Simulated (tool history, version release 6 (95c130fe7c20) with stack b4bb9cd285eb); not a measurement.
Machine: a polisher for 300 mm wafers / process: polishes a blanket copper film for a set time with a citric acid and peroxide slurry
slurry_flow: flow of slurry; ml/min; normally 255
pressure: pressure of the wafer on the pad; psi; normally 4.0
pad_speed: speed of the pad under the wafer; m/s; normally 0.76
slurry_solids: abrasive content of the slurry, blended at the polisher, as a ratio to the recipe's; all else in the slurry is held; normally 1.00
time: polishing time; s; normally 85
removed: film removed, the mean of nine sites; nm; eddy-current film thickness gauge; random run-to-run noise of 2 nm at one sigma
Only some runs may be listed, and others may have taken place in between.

| run | day | slurry_flow | pressure | pad_speed | slurry_solids | time | incoming thickness of the incoming film, nm | removed |
|---|---|---|---|---|---|---|---|---|
| 1 | 0.000 | 255 | 4.0 | 0.88 | 1.00 | 85 | 641.8 | 191.7 |
|  | 0.929 | worn pad replaced by a new one |
| 2 | 2.404 | 315 | 4.4 | 0.76 | 1.00 | 85 | 638.4 | 209.6 |
| 3 | 4.558 | 315 | 4.4 | 0.76 | 1.00 | 85 | 629.6 | 206.8 |
| 4 | 6.512 | 255 | 4.0 | 0.76 | 1.00 | 85 | 647.4 | 182.6 |
|  | 8.417 | head pressure recalibrated |
| 5 | 9.108 | 255 | 4.0 | 0.76 | 1.00 | 85 | 630.1 | 175.7 |
|  | 10.183 | slurry nozzle cleaned |
| 6 | 11.688 | 255 | 4.0 | 0.76 | 1.00 | 85 | 644.6 | 170.4 |
|  | 12.512 | slurry blender recalibrated |
| 7 | 14.358 | 255 | 4.0 | 0.76 | 1.00 | 72 | 634.7 | 145.7 |
| 8 | 15.825 | 255 | 4.0 | 0.76 | 1.00 | 72 | 649.3 | 146.4 |
| 9 | 18.496 | 255 | 4.0 | 0.76 | 1.00 | 72 | 636.9 | 144.4 |
| 10 | 20.496 | 255 | 4.0 | 0.76 | 1.00 | 85 | 641.8 | 168.2 |
|  | 20.796 | worn pad replaced by a new one |
| 11 | 22.479 | 255 | 4.0 | 1.00 | 1.25 | 85 | 647.7 | 245.0 |
| 12 | 23.842 | 255 | 4.0 | 1.00 | 1.00 | 85 | 646.0 | 233.7 |
| 13 | 26.421 | 255 | 4.0 | 0.66 | 0.75 | 85 | 630.0 | 155.1 |
| 14 | 27.742 | 310 | 4.0 | 0.76 | 0.70 | 110 | 636.6 | 222.0 |
| 15 | 29.171 | 320 | 4.0 | 0.76 | 1.20 | 98 | 629.4 | 212.3 |
|  | 30.133 | head pressure recalibrated |
| 16 | 31.700 | 255 | 2.9 | 0.76 | 1.00 | 85 | 647.6 | 126.6 |
|  | 31.867 | slurry nozzle cleaned |
| 17 | 33.546 | 255 | 4.0 | 0.76 | 1.10 | 85 | 627.6 | 175.9 |
|  | 34.667 | slurry blender recalibrated |
| 18 | 35.675 | 255 | 4.4 | 0.66 | 0.90 | 71 | 639.2 | 135.4 |
| 19 | 37.708 | 255 | 4.0 | 0.76 | 1.00 | 75 | 643.5 | 152.5 |
| 20 | 40.467 | 325 | 4.0 | 0.76 | 1.15 | 107 | 635.2 | 225.4 |
|  | 41.521 | worn pad replaced by a new one |
| 21 | 43.325 | 255 | 4.0 | 0.66 | 1.00 | 104 | 638.3 | 202.2 |
|  | 48.921 | head pressure recalibrated |
|  | 50.600 | slurry nozzle cleaned |
| 22 | 52.158 | 255 | 4.0 | 0.76 | 1.10 | 85 | 647.2 | 176.3 |
| 23 | 53.912 | 255 | 4.8 | 0.60 | 1.00 | 85 | 638.4 | 169.7 |
|  | 54.229 | slurry blender recalibrated |
| 24 | 56.408 | 255 | 4.0 | 0.76 | 1.00 | 85 | 647.0 | 170.5 |
| 25 | 58.925 | 255 | 4.0 | 0.76 | 1.00 | 85 | 642.4 | 170.5 |
| 26 | 60.321 | 255 | 2.7 | 0.76 | 1.00 | 85 | 647.4 | 112.8 |
|  | 62.267 | worn pad replaced by a new one |
|  | 68.146 | head pressure recalibrated |
| 27 | 68.596 | 215 | 4.0 | 1.00 | 1.30 | 104 | 629.6 | 274.2 |
| 28 | 71.379 | 255 | 2.9 | 0.76 | 1.00 | 85 | 640.7 | 129.5 |
|  | 73.688 | slurry nozzle cleaned |
|  | 75.254 | slurry blender recalibrated |
| 29 | 76.112 | 255 | 4.0 | 0.76 | 1.00 | 85 | 641.0 | 173.9 |
| 30 | 77.929 | 255 | 4.0 | 0.58 | 1.20 | 85 | 640.8 | 139.7 |

Had the tool no unlogged condition, and each run kept its random variation, what would the results have been?
What the log doesn't record here: removal rate lost through wear of the pad, %; slurry flow missing at the pad, %; deviation of the head's pressure from its setpoint, %; abrasive missing from the slurry, %.
| run | removed |
|---|---|
| 1 | 220.4 |
| 2 | 215.7 |
| 3 | 219.1 |
| 4 | 197.4 |
| 5 | 193.6 |
| 6 | 190.2 |
| 7 | 164.2 |
| 8 | 165.6 |
| 9 | 164.1 |
| 10 | 191.8 |
| 11 | 254.1 |
| 12 | 247.0 |
| 13 | 168.5 |
| 14 | 243.7 |
| 15 | 235.3 |
| 16 | 142.1 |
| 17 | 198.8 |
| 18 | 153.9 |
| 19 | 174.0 |
| 20 | 258.3 |
| 21 | 211.5 |
| 22 | 199.2 |
| 23 | 192.9 |
| 24 | 195.3 |
| 25 | 196.2 |
| 26 | 130.1 |
| 27 | 297.9 |
| 28 | 143.3 |
| 29 | 196.0 |
| 30 | 158.2 |

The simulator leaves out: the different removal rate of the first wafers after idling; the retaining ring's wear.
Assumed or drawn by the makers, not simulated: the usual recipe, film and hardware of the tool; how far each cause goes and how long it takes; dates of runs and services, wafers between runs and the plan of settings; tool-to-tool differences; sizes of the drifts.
